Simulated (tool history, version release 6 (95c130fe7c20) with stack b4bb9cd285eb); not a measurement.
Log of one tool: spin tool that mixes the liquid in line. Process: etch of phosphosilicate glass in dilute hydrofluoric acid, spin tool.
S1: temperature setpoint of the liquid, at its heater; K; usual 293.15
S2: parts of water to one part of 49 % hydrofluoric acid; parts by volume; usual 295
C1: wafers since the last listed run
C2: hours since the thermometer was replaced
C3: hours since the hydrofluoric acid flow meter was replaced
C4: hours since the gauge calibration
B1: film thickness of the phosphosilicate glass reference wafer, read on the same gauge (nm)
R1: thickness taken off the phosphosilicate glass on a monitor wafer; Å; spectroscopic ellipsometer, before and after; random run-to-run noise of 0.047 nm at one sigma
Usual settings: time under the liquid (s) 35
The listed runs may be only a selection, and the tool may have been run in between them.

run 1 hour=0 | S1=293.15 S2=295 time_under_the_liquid_(s)=35 | C1=0 C2=483.1 C3=378.8 C4=522.2 | B1=80.01 | R1=64.1
run 2 hour=21.9 | S1=293.15 S2=295 time_under_the_liquid_(s)=35 | C1=272 C2=505 C3=400.7 C4=544.1 | B1=80 | R1=63.9
run 3 hour=86 | S1=293.15 S2=295 time_under_the_liquid_(s)=35 | C1=796 C2=569.1 C3=464.8 C4=608.2 | B1=80 | R1=63.7
run 4 hour=114.1 | S1=293.15 S2=295 time_under_the_liquid_(s)=35 | C1=349 C2=597.2 C3=492.9 C4=636.3 | B1=79.98 | R1=64.8
run 5 hour=142.4 | S1=293.15 S2=295 time_under_the_liquid_(s)=35 | C1=351 C2=625.5 C3=521.2 C4=664.6 | B1=80.01 | R1=64.1
run 6 hour=159.6 | S1=293.15 S2=295 time_under_the_liquid_(s)=35 | C1=213 C2=642.7 C3=538.4 C4=681.8 | B1=80.02 | R1=64.6
run 7 hour=182.5 | S1=293.15 S2=295 time_under_the_liquid_(s)=25 | C1=284 C2=665.6 C3=561.3 C4=704.7 | B1=79.98 | R1=45.8
run 8 hour=213.4 | S1=293.15 S2=295 time_under_the_liquid_(s)=25 | C1=384 C2=696.5 C3=592.2 C4=735.6 | B1=80.02 | R1=46.1
run 9 hour=260.4 | S1=293.15 S2=295 time_under_the_liquid_(s)=25 | C1=584 C2=743.5 C3=639.2 C4=782.6 | B1=80.02 | R1=45.7
run 10 hour=290.1 | S1=293.15 S2=295 time_under_the_liquid_(s)=35 | C1=369 C2=773.2 C3=668.9 C4=812.3 | B1=80 | R1=64
run 11 hour=302.5 | S1=293.15 S2=295 time_under_the_liquid_(s)=35 | C1=154 C2=785.6 C3=681.3 C4=824.7 | B1=79.99 | R1=63.9
-- hour=335.3 gauge calibrated
run 12 hour=365.3 | S1=293.15 S2=295 time_under_the_liquid_(s)=35 | C1=780 C2=848.4 C3=744.1 C4=30 | B1=79.98 | R1=63.5
run 13 hour=385.1 | S1=290.15 S2=295 time_under_the_liquid_(s)=35 | C1=246 C2=868.2 C3=763.9 C4=49.8 | B1=80.01 | R1=56.4
run 14 hour=415.7 | S1=290.15 S2=295 time_under_the_liquid_(s)=35 | C1=380 C2=898.8 C3=794.5 C4=80.4 | B1=79.99 | R1=56.7
run 15 hour=443.9 | S1=293.15 S2=330 time_under_the_liquid_(s)=50 | C1=350 C2=927 C3=822.7 C4=108.6 | B1=80 | R1=79.4
run 16 hour=479.5 | S1=293.15 S2=295 time_under_the_liquid_(s)=35 | C1=442 C2=962.6 C3=858.3 C4=144.2 | B1=80.02 | R1=63.2
-- hour=486.7 hydrofluoric acid flow meter replaced
-- hour=515.7 thermometer replaced
run 17 hour=518 | S1=293.15 S2=295 time_under_the_liquid_(s)=50 | C1=453 C2=2.3 C3=31.3 C4=182.7 | B1=80.01 | R1=95.6
run 18 hour=548.5 | S1=298.15 S2=175 time_under_the_liquid_(s)=55 | C1=379 C2=32.8 C3=61.8 C4=213.2 | B1=80.01 | R1=235.4
run 19 hour=582.8 | S1=298.15 S2=175 time_under_the_liquid_(s)=55 | C1=426 C2=67.1 C3=96.1 C4=247.5 | B1=80 | R1=240.6
run 20 hour=595.5 | S1=293.15 S2=415 time_under_the_liquid_(s)=35 | C1=157 C2=79.8 C3=108.8 C4=260.2 | B1=79.99 | R1=42.6
run 21 hour=619.7 | S1=293.15 S2=230 time_under_the_liquid_(s)=45 | C1=300 C2=104 C3=133 C4=284.4 | B1=79.98 | R1=116
run 22 hour=633.4 | S1=293.15 S2=295 time_under_the_liquid_(s)=35 | C1=170 C2=117.7 C3=146.7 C4=298.1 | B1=80.01 | R1=65.6
run 23 hour=669.4 | S1=296.15 S2=155 time_under_the_liquid_(s)=20 | C1=447 C2=153.7 C3=182.7 C4=334.1 | B1=80 | R1=93.3
run 24 hour=704 | S1=293.15 S2=295 time_under_the_liquid_(s)=35 | C1=430 C2=188.3 C3=217.3 C4=368.7 | B1=80 | R1=65.5
run 25 hour=716.3 | S1=296.65 S2=150 time_under_the_liquid_(s)=35 | C1=152 C2=200.6 C3=229.6 C4=381 | B1=79.97 | R1=171.4
run 26 hour=730.7 | S1=295.15 S2=400 time_under_the_liquid_(s)=20 | C1=179 C2=215 C3=244 C4=395.4 | B1=80.02 | R1=27.3
run 27 hour=743.4 | S1=290.15 S2=295 time_under_the_liquid_(s)=35 | C1=157 C2=227.7 C3=256.7 C4=408.1 | B1=79.99 | R1=58.9
run 28 hour=761.9 | S1=293.15 S2=295 time_under_the_liquid_(s)=35 | C1=229 C2=246.2 C3=275.2 C4=426.6 | B1=79.99 | R1=65.4

For run 29, what comes out?
run 29 hour=787.9 | S1=293.15 S2=380 time_under_the_liquid_(s)=35 | C1=323 C2=272.2 C3=301.2 C4=452.6 | B1=? | R1=?

B1: 80.01
R1: 47.8 Å
If the tool had no hidden condition, the same run with the same run-to-run variation would have returned R1 48.1 Å.
